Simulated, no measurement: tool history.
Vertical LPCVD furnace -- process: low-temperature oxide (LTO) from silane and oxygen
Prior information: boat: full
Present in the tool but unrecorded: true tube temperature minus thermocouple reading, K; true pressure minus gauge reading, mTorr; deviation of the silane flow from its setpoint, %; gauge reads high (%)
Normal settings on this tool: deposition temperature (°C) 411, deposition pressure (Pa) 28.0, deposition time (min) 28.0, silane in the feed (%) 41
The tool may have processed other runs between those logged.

run	hour	deposition temperature (°C)	deposition pressure (Pa)	deposition time (min)	silane in the feed (%)	wafers since the last listed run	hours since the last temperature calibration	hours since the pressure gauge was zeroed	hours since the silane flow controller was replaced	hours since the gauge calibration	read-back reference wafer on the same gauge, thickness	film thickness on the monitor wafer in the middle of the boat (nm)
1	0.0	411	26.0	28.0	36	0	2230.8	4628.7	2738.8	281.5	247.93	213.61
2	33.2	411	26.0	28.0	36	609	2264.0	4661.9	2772.0	314.7	248.04	213.27
3	68.8	411	26.0	28.0	36	653	2299.6	4697.5	2807.6	350.3	248.08	214.24
4	90.3	418	28.0	28.0	41	394	2321.1	4719.0	2829.1	371.8	248.25	291.57
5	108.4	418	28.0	28.0	41	332	2339.2	4737.1	2847.2	389.9	247.75	291.11
6	143.4	411	28.0	28.0	41	642	2374.2	4772.1	2882.2	424.9	247.72	272.04
7	168.0	419	28.0	28.0	41	451	2398.8	4796.7	2906.8	449.5	248.29	294.54
8	184.1	411	28.0	31.5	41	295	2414.9	4812.8	2922.9	465.6	248.00	304.22
# hour 219.7: pressure gauge zeroed
# hour 239.4: silane flow controller replaced
9	239.9	411	28.0	28.0	41	222	2470.7	20.2	0.5	521.4	247.75	285.63
10	244.5	411	28.0	28.0	41	84	2475.3	24.8	5.1	526.0	248.16	285.05
11	249.4	411	28.0	32.5	41	89	2480.2	29.7	10.0	530.9	248.51	330.60
# hour 276.0: gauge calibrated
12	284.3	411	28.0	28.0	41	640	2515.1	64.6	44.9	8.3	248.09	284.82
13	305.9	411	28.0	28.0	41	396	2536.7	86.2	66.5	29.9	248.38	285.02
14	337.4	411	31.3	28.0	46	577	2568.2	117.7	98.0	61.4	247.89	357.76
15	366.9	411	28.0	28.0	39	541	2597.7	147.2	127.5	90.9	248.28	269.51
16	392.2	411	28.0	28.0	41	464	2623.0	172.5	152.8	116.2	247.93	284.79
17	409.7	411	28.0	28.0	41	321	2640.5	190.0	170.3	133.7	248.25	286.75
18	445.3	411	28.0	28.0	41	653	2676.1	225.6	205.9	169.3	248.34	283.86
19	481.2	411	28.0	20.5	41	658	2712.0	261.5	241.8	205.2	248.14	209.08
# hour 517.2: thermocouples replaced and temperature profile calibrated
20	517.7	411	28.0	28.0	41	229	0.5	298.0	278.3	241.7	247.86	284.10
21	542.3	402	28.0	21.0	41	451	25.1	322.6	302.9	266.3	247.91	193.30
22	568.2	415	25.3	33.5	41	475	51.0	348.5	328.8	292.2	248.30	318.95
23	599.2	411	28.0	28.0	41	568	82.0	379.5	359.8	323.2	247.51	285.76
24	627.0	411	28.0	22.0	41	510	109.8	407.3	387.6	351.0	247.72	223.68
25	639.3	415	28.0	28.0	48	225	122.1	419.6	399.9	363.3	247.89	346.16
26	675.0	404	32.0	32.5	47	655	157.8	455.3	435.6	399.0	248.08	403.36
27	692.2	411	26.0	28.0	36	315	175.0	472.5	452.8	416.2	248.03	225.94
# hour 711.9: gauge calibrated
28	722.0	402	28.0	28.0	41	546	204.8	502.3	482.6	10.1	247.83	257.03
29	738.6	408	25.3	19.5	44	304	221.4	518.9	499.2	26.7	248.02	186.44
30	756.0	411	32.7	28.0	41	319	238.8	536.3	516.6	44.1	248.22	330.09
31	778.2	415	34.0	37.5	41	407	261.0	558.5	538.8	66.3	248.41	477.76
32	790.2	411	28.0	28.0	41	220	273.0	570.5	550.8	78.3	248.26	282.21

For some of the steps in film thickness on the monitor wafer in the middle of the boat (nm) from one run to the next: how much would appear even if the tool had no hidden state, given the settings, what came in and random variation, and how much remains for the hidden state plus any gauge scatter that the measured result and the result without hidden state don't share?
Run 3 -> 4: deposition temperature (°C) 411 -> 418, deposition pressure (Pa) 26.0 -> 28.0, silane in the feed (%) 36 -> 41. film thickness on the monitor wafer in the middle of the boat (nm) +77.33: hidden state -1.17, all else +78.50.
Run 7 -> 8: deposition temperature (°C) 419 -> 411, deposition time (min) 28.0 -> 31.5. film thickness on the monitor wafer in the middle of the boat (nm) +9.68: hidden state -0.91, all else +10.59.
Run 8 -> 9: deposition time (min) 31.5 -> 28.0, pressure gauge zeroed, silane flow controller replaced. film thickness on the monitor wafer in the middle of the boat (nm) -18.59: hidden state +16.13, all else -34.72.
Run 26 -> 27: deposition temperature (°C) 404 -> 411, deposition pressure (Pa) 32.0 -> 26.0, deposition time (min) 32.5 -> 28.0, silane in the feed (%) 47 -> 36. film thickness on the monitor wafer in the middle of the boat (nm) -177.42: hidden state +0.00, all else -177.42.
Run 30 -> 31: deposition temperature (°C) 411 -> 415, deposition pressure (Pa) 32.7 -> 34.0, deposition time (min) 28.0 -> 37.5. film thickness on the monitor wafer in the middle of the boat (nm) +147.67: hidden state -0.71, all else +148.38.
Run 31 -> 32: deposition temperature (°C) 415 -> 411, deposition pressure (Pa) 34.0 -> 28.0, deposition time (min) 37.5 -> 28.0. film thickness on the monitor wafer in the middle of the boat (nm) -195.55: hidden state +0.76, all else -196.31.

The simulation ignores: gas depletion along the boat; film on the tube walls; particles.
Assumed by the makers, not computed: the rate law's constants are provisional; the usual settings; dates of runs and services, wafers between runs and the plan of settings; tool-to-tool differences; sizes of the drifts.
